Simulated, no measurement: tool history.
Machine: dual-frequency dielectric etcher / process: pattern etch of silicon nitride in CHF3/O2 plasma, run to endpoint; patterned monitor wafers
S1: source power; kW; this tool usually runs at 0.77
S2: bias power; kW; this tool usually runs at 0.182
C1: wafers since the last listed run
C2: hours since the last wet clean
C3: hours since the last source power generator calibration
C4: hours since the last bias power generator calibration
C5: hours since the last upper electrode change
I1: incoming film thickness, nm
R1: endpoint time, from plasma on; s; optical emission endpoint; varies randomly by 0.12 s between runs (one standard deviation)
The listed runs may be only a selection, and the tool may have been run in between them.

Run 1, hour 0: usual settings; C1 0; C2 604.4; C3 678.2; C4 4346.4; C5 2222.2; I1 59.9. Result: R1 35 s.
At hour 63.6: wet clean of the chamber.
Run 2, hour 69.6: usual settings but S1 0.68 kW; C1 353; C2 6; C3 747.8; C4 4416; C5 2291.8; I1 59.7. Result: R1 36.1 s.
Run 3, hour 270.2: usual settings; C1 1554; C2 206.6; C3 948.4; C4 4616.6; C5 2492.4; I1 59.2. Result: R1 34.5 s.
Run 4, hour 341.1: usual settings; C1 549; C2 277.5; C3 1019.3; C4 4687.5; C5 2563.3; I1 59.6. Result: R1 34.7 s.
Run 5, hour 394.2: usual settings but S2 0.163 kW; C1 411; C2 330.6; C3 1072.4; C4 4740.6; C5 2616.4; I1 59.1. Result: R1 35.2 s.
Run 6, hour 447.8: usual settings but S1 0.7 kW, S2 0.216 kW; C1 415; C2 384.2; C3 1126; C4 4794.2; C5 2670; I1 59.2. Result: R1 33.9 s.
At hour 481: bias power generator calibrated.
Run 7, hour 512.6: usual settings; C1 471; C2 449; C3 1190.8; C4 31.6; C5 2734.8; I1 59.5. Result: R1 34.3 s.
Run 8, hour 574.2: usual settings; C1 477; C2 510.6; C3 1252.4; C4 93.2; C5 2796.4; I1 59. Result: R1 34.3 s.
Run 9, hour 633.8: usual settings; C1 462; C2 570.2; C3 1312; C4 152.8; C5 2856; I1 59.7. Result: R1 34.6 s.
At hour 666.3: wet clean of the chamber.
Run 10, hour 704.5: usual settings but S1 0.9 kW; C1 362; C2 38.2; C3 1382.7; C4 223.5; C5 2926.7; I1 58.9. Result: R1 32.4 s.
At hour 752.6: source power generator calibrated.
Run 11, hour 764.7: usual settings but S1 0.7 kW, S2 0.216 kW; C1 435; C2 98.4; C3 12.1; C4 283.7; C5 2986.9; I1 59.2. Result: R1 33.4 s.
Run 12, hour 807.7: usual settings; C1 333; C2 141.4; C3 55.1; C4 326.7; C5 3029.9; I1 59. Result: R1 33.8 s.
Run 13, hour 857.5: usual settings but S1 0.72 kW, S2 0.204 kW; C1 386; C2 191.2; C3 104.9; C4 376.5; C5 3079.7; I1 59. Result: R1 33.6 s.
Run 14, hour 891.6: usual settings but S1 0.82 kW, S2 0.137 kW; C1 264; C2 225.3; C3 139; C4 410.6; C5 3113.8; I1 59.3. Result: R1 35.5 s.
Run 15, hour 916.4: usual settings; C1 192; C2 250.1; C3 163.8; C4 435.4; C5 3138.6; I1 58.9. Result: R1 33.7 s.
Run 16, hour 1063.3: usual settings; C1 1138; C2 397; C3 310.7; C4 582.3; C5 3285.5; I1 59.1. Result: R1 33.7 s.
Run 17, hour 1128.5: usual settings but S1 0.95 kW; C1 505; C2 462.2; C3 375.9; C4 647.5; C5 3350.7; I1 59.7. Result: R1 31.9 s.
Run 18, hour 1192: usual settings but S1 0.64 kW, S2 0.154 kW; C1 492; C2 525.7; C3 439.4; C4 711; C5 3414.2; I1 59.1. Result: R1 37.3 s.
Run 19, hour 1236.4: usual settings but S1 0.92 kW, S2 0.222 kW; C1 344; C2 570.1; C3 483.8; C4 755.4; C5 3458.6; I1 59.4. Result: R1 30.6 s.
At hour 1290.7: upper electrode replaced.
Run 20, hour 1291.2: usual settings; C1 238; C2 624.9; C3 538.6; C4 810.2; C5 0.5; I1 59.8. Result: R1 34.2 s.
At hour 1301.1: source power generator calibrated, repeated, since the last time left the tool worse.
At hour 1366.5: wet clean of the chamber.
Run 21, hour 1446.5: usual settings but S2 0.137 kW; C1 986; C2 80; C3 145.4; C4 965.5; C5 155.8; I1 58.9. Result: R1 36.5 s.
Run 22, hour 1493.2: usual settings but S1 0.84 kW, S2 0.166 kW; C1 362; C2 126.7; C3 192.1; C4 1012.2; C5 202.5; I1 59.5. Result: R1 34.4 s.
Run 23, hour 1542.2: usual settings but S1 0.87 kW; C1 379; C2 175.7; C3 241.1; C4 1061.2; C5 251.5; I1 59.1. Result: R1 32.9 s.
Run 24, hour 1579.6: usual settings but S1 0.66 kW, S2 0.165 kW; C1 289; C2 213.1; C3 278.5; C4 1098.6; C5 288.9; I1 59.1. Result: R1 36.9 s.
Run 25, hour 1646.1: usual settings but S1 0.94 kW; C1 515; C2 279.6; C3 345; C4 1165.1; C5 355.4; I1 59. Result: R1 32.1 s.
Run 26, hour 1717.5: usual settings but S1 0.71 kW, S2 0.168 kW; C1 553; C2 351; C3 416.4; C4 1236.5; C5 426.8; I1 59.4. Result: R1 36.3 s.
Run 27, hour 1871.8: usual settings but S1 0.71 kW, S2 0.168 kW; C1 1196; C2 505.3; C3 570.7; C4 1390.8; C5 581.1; I1 58.4. Result: R1 35.6 s.
Run 28, hour 1935.7: usual settings; C1 495; C2 569.2; C3 634.6; C4 1454.7; C5 645; I1 59.3. Result: R1 34.4 s.
Run 29, hour 1975.6: usual settings but S1 0.86 kW, S2 0.165 kW; C1 309; C2 609.1; C3 674.5; C4 1494.6; C5 684.9; I1 59. Result: R1 33.9 s.
Run 30, hour 2008.4: usual settings but S2 0.211 kW; C1 254; C2 641.9; C3 707.3; C4 1527.4; C5 717.7; I1 59.5. Result: R1 33.3 s.
At hour 2038.8: wet clean of the chamber.
Run 31, hour 2064.8: usual settings but S1 0.95 kW, S2 0.222 kW; C1 251; C2 26; C3 763.7; C4 1583.8; C5 774.1; I1 59.8. Result: R1 31 s.
Run 32, hour 2106: usual settings but S1 0.92 kW, S2 0.214 kW; C1 319; C2 67.2; C3 804.9; C4 1625; C5 815.3; I1 59. Result: R1 31.1 s.
Run 33, hour 2148.5: usual settings but S1 0.63 kW, S2 0.153 kW; C1 329; C2 109.7; C3 847.4; C4 1667.5; C5 857.8; I1 59. Result: R1 38.1 s.
Run 34, hour 2175.1: usual settings but S1 0.63 kW, S2 0.146 kW; C1 206; C2 136.3; C3 874; C4 1694.1; C5 884.4; I1 58.7. Result: R1 38.3 s.
Run 35, hour 2203: usual settings but S1 0.7 kW, S2 0.152 kW; C1 216; C2 164.2; C3 901.9; C4 1722; C5 912.3; I1 59.7. Result: R1 37.1 s.

Here are 4 independent what-if runs from the current tool condition. What would each one return?
Run A, hour 2203.4: usual settings but S1 0.59 kW; C1 3; C2 164.6; C3 902.3; C4 1722.4; C5 912.7; I1 59.1. Result: R1 ?.
Run B, hour 2203.4: usual settings but S2 0.205 kW; C1 3; C2 164.6; C3 902.3; C4 1722.4; C5 912.7; I1 59.1. Result: R1 ?.
Run C, hour 2203.4: usual settings but S1 0.83 kW; C1 3; C2 164.6; C3 902.3; C4 1722.4; C5 912.7; I1 59.1. Result: R1 ?.
Run D, hour 2203.4: usual settings but S1 0.92 kW; C1 3; C2 164.6; C3 902.3; C4 1722.4; C5 912.7; I1 59.1. Result: R1 ?.

run    R1
  A  37.5
  B  33.4
  C  33.5
  D  32.3
Had the tool no hidden state, the same runs would have come out as:
run    R1
  A  37.7
  B  33.6
  C  33.7
  D  32.5
